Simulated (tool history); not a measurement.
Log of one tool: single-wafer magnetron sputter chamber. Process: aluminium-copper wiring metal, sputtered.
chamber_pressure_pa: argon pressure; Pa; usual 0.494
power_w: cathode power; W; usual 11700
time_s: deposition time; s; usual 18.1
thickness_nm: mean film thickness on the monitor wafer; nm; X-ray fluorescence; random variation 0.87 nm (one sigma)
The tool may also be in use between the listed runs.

run	hour	chamber_pressure_pa	power_w	time_s	read-back reference wafer on the same gauge, thickness_nm	thickness_nm
1	0.0	0.494	12850	18.1	306.142	374.120
2	27.3	0.494	12850	18.1	305.988	373.357
# hour 67.6: sputter target and shields replaced
3	226.5	0.494	12850	18.1	306.151	375.506
4	281.4	0.494	11700	18.1	306.041	345.658
5	317.3	0.494	11700	18.1	306.166	348.041
# hour 330.8: sputter target and shields replaced
# hour 335.3: gauge calibrated
6	351.8	0.494	11700	18.1	306.228	353.139
7	385.5	0.494	11700	18.1	306.043	351.363
# hour 441.8: magnet pack replaced, of another model than before
8	442.3	0.494	11700	18.1	305.751	348.410
9	471.4	0.383	11700	18.1	306.015	358.027
# hour 495.7: capacitance manometer re-zeroed and calibrated
10	533.3	0.383	11700	18.1	305.990	358.858
11	564.1	0.494	11700	20.7	305.949	396.113
# hour 589.2: sputter target and shields replaced
12	592.0	0.494	14050	16.3	305.916	372.569
13	686.0	0.674	13650	17.0	305.973	356.132
14	711.1	0.427	11700	20.4	305.921	400.642
15	739.9	0.494	9700	16.2	306.100	267.719
16	792.1	0.494	12850	18.1	306.188	374.684
17	838.4	0.350	11700	16.4	306.067	326.653
# hour 852.4: gauge calibrated
# hour 865.4: sputter target and shields replaced
18	878.3	0.494	11700	18.1	306.054	353.464

Run 19 comes next. What will it give?
19	910.6	0.494	11700	18.1	?	?

read-back reference wafer on the same gauge, thickness_nm: 306.067
thickness_nm: 351.072 nm
Without the tool's hidden state the same run would have given thickness_nm 356.121 nm.

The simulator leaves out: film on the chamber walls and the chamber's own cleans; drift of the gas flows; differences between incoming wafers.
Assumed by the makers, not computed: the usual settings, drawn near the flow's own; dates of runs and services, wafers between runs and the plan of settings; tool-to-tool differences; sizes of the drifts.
